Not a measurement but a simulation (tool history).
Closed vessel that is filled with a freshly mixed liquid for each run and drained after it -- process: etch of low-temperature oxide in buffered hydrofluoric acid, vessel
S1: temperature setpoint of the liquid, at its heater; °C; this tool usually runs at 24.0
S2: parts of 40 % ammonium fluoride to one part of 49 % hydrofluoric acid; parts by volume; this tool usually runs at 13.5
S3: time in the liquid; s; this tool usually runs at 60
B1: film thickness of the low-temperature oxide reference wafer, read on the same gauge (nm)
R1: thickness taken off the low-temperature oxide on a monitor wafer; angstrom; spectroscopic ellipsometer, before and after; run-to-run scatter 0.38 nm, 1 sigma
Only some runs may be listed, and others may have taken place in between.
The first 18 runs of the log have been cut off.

run,hour,S1,S2,S3,B1,R1
19,469.4,24.0,9.0,50,80.02,1001.4
20,483.7,24.0,13.5,60,80.03,830.5
21,499.4,24.0,11.5,60,80.03,968.4
# hour 514.2: gauge calibrated
22,526.2,28.0,16.0,60,80.03,871.6
23,547.9,22.0,17.5,45,80.05,433.7
24,563.9,25.5,16.5,60,80.02,738.4
25,598.4,28.0,17.0,50,80.00,685.9
26,623.8,24.0,13.5,60,79.99,829.8

Predict the results of run 27:
# hour 629.2: hydrofluoric acid flow meter replaced
27,721.7,24.0,8.0,60,?,?

B1: 80.01
R1: 1408.9 angstrom
With no hidden state in the tool, this same run would have given R1 1413.3 angstrom.

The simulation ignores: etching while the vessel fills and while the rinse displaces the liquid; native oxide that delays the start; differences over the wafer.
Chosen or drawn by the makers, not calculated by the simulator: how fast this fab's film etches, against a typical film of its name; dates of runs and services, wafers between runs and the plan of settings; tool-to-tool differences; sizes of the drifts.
